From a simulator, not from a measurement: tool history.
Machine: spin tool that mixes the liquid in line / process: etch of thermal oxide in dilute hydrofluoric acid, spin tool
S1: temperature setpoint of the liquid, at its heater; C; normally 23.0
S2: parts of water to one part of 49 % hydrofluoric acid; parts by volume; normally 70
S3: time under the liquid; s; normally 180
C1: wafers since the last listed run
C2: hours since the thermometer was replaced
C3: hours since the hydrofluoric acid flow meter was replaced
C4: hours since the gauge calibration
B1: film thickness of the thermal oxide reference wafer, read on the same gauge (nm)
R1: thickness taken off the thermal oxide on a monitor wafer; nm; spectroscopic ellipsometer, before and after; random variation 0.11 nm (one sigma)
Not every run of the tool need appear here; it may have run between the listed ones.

run	hour	S1	S2	S3	C1	C2	C3	C4	B1	R1
1	0.0	23.0	70	180	0	657.1	1152.2	784.5	109.97	10.72
2	87.6	23.0	70	180	590	744.7	1239.8	872.1	109.98	10.76
3	145.5	23.0	70	180	390	802.6	1297.7	930.0	110.01	10.46
# hour 242.7: thermometer replaced
4	243.8	23.0	70	180	655	1.1	1396.0	1028.3	110.00	11.03
5	542.5	23.0	70	180	2012	299.8	1694.7	1327.0	110.00	10.51
6	598.6	23.0	70	180	377	355.9	1750.8	1383.1	110.03	10.59
# hour 661.1: gauge calibrated
7	663.1	23.0	70	180	434	420.4	1815.3	2.0	110.02	10.54
8	744.6	23.0	70	180	549	501.9	1896.8	83.5	110.02	10.24
9	789.3	23.0	70	180	301	546.6	1941.5	128.2	109.98	10.32
10	838.8	23.0	70	180	333	596.1	1991.0	177.7	109.95	10.08
11	892.0	23.0	70	180	358	649.3	2044.2	230.9	109.98	10.12
12	997.3	25.5	60	245	709	754.6	2149.5	336.2	110.00	17.95
13	1062.5	25.0	100	130	439	819.8	2214.7	401.4	109.98	5.34
# hour 1153.7: thermometer replaced
14	1155.1	27.5	105	180	617	1.4	2307.3	494.0	110.00	7.86
15	1211.6	27.5	50	180	380	57.9	2363.8	550.5	109.98	17.79
# hour 1266.8: hydrofluoric acid flow meter replaced
16	1284.8	23.0	80	180	486	131.1	18.0	623.7	110.00	10.05
17	1327.2	23.0	70	180	285	173.5	60.4	666.1	109.98	11.66
18	1462.7	21.0	55	245	912	309.0	195.9	801.6	109.99	18.53
19	1551.5	23.0	50	110	598	397.8	284.7	890.4	109.98	10.06
20	1597.0	23.0	70	180	306	443.3	330.2	935.9	109.98	11.31

For each entry between runs, how does the tool's hidden state at the last listed run before it compare with that at the first listed run after it?
Logged between run 3 and run 4: thermometer replaced (hour 242.7)
  liquid colder than its thermometer reads (K): 0.969 -> 0.197; hydrofluoric acid flow below the setpoint (%): 6.69 -> 7.15
  measured minus no-state result, R1: -1.28 -> -1.03 nm
Logged between run 6 and run 7: gauge calibrated (hour 661.1)
  liquid colder than its thermometer reads (K): 0.615 -> 0.691; hydrofluoric acid flow below the setpoint (%): 8.81 -> 9.11
  measured minus no-state result, R1: -1.42 -> -1.49 nm
Logged between run 13 and run 14: thermometer replaced (hour 1153.7)
  liquid colder than its thermometer reads (K): 1.16 -> 0.151; hydrofluoric acid flow below the setpoint (%): 11 -> 11.4
  measured minus no-state result, R1: -1.04 -> -1.22 nm
Logged between run 15 and run 16: hydrofluoric acid flow meter replaced (hour 1266.8)
  liquid colder than its thermometer reads (K): 0.218 -> 0.304; hydrofluoric acid flow below the setpoint (%): 11.7 -> 1.52
  measured minus no-state result, R1: -2.72 -> -0.29 nm
